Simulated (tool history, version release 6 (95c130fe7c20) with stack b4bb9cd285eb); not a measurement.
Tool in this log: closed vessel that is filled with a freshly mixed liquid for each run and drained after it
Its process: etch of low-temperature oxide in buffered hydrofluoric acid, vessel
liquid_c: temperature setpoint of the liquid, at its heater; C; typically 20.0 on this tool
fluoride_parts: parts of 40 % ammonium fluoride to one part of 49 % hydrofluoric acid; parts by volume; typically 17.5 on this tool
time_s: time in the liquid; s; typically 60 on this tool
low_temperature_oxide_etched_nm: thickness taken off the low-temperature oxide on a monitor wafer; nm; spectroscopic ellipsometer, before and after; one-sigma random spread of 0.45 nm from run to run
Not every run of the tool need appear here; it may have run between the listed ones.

run,day,liquid_c,fluoride_parts,time_s,wafers since the last listed run,hours since the thermometer was replaced,hours since the hydrofluoric acid flow meter was replaced,hours since the gauge calibration,"read-back film thickness of the low-temperature oxide reference wafer, read on the same gauge (nm)",low_temperature_oxide_etched_nm
1,0.000,20.0,17.5,60,0,1100.2,1142.7,611.7,109.99,106.97
2,1.050,20.0,17.5,60,3325,1125.4,1167.9,636.9,109.99,106.01
3,2.879,20.0,17.5,60,5792,1169.3,1211.8,680.8,109.98,106.42
4,3.883,18.5,17.5,70,3179,1193.4,1235.9,704.9,109.96,114.42
5,6.529,20.0,22.5,35,8378,1256.9,1299.4,768.4,110.00,50.51
6,9.021,20.0,17.5,75,7890,1316.7,1359.2,828.2,109.98,132.56
# day 17.062: thermometer replaced
7,17.671,20.0,17.5,60,27260,14.6,1566.8,1035.8,110.00,106.86
8,20.283,20.0,17.5,60,8273,77.3,1629.5,1098.5,109.99,106.71
9,23.146,20.0,17.5,60,9064,146.0,1698.2,1167.2,110.01,106.79
10,25.025,20.0,17.5,35,5950,191.1,1743.3,1212.3,109.95,61.97
11,27.262,20.0,17.5,35,7085,244.8,1797.0,1266.0,110.02,61.89
12,29.408,20.0,17.5,35,6795,296.3,1848.5,1317.5,109.99,61.60
13,31.771,23.0,17.5,80,7481,353.0,1905.2,1374.2,110.00,166.60
14,33.933,20.0,17.5,60,6848,404.9,1957.1,1426.1,110.00,105.80
15,36.254,20.0,15.5,85,7349,460.6,2012.8,1481.8,110.01,166.39
# day 37.858: gauge calibrated
16,38.629,17.0,22.5,90,7520,517.6,2069.8,18.5,110.02,109.60
# day 39.546: hydrofluoric acid flow meter replaced
17,40.508,24.0,17.5,60,5818,562.7,23.1,63.6,110.03,140.15
18,43.467,20.0,17.5,60,9368,633.7,94.1,134.6,110.03,111.29
19,44.662,23.5,17.5,60,3786,662.4,122.8,163.3,110.04,136.17
20,45.738,17.0,17.5,60,3404,688.2,148.6,189.1,109.94,92.81
21,48.171,17.0,13.0,30,7705,746.6,207.0,247.5,110.05,62.84
22,51.150,20.0,17.5,60,9434,818.1,278.5,319.0,109.99,110.51
23,52.983,20.0,17.5,60,5805,862.1,322.5,363.0,110.01,109.89
24,55.504,17.5,12.5,30,7982,922.6,383.0,423.5,109.99,66.28

What was the tool's hidden state at every run in the log?
gauge reads high (%): 0 across all the runs
H1: liquid colder than its thermometer reads (K)
H2: hydrofluoric acid flow below the setpoint (%)
run,H1,H2
1,0.409,4.06
2,0.417,4.15
3,0.431,4.3
4,0.439,4.38
5,0.46,4.6
6,0.479,4.81
7,0.0225,5.52
8,0.0427,5.74
9,0.0647,5.98
10,0.0792,6.13
11,0.0965,6.32
12,0.113,6.49
13,0.131,6.69
14,0.148,6.87
15,0.166,7.06
16,0.184,7.26
17,0.199,0.892
18,0.221,1.14
19,0.231,1.24
20,0.239,1.32
21,0.258,1.53
22,0.281,1.77
23,0.295,1.92
24,0.314,2.13
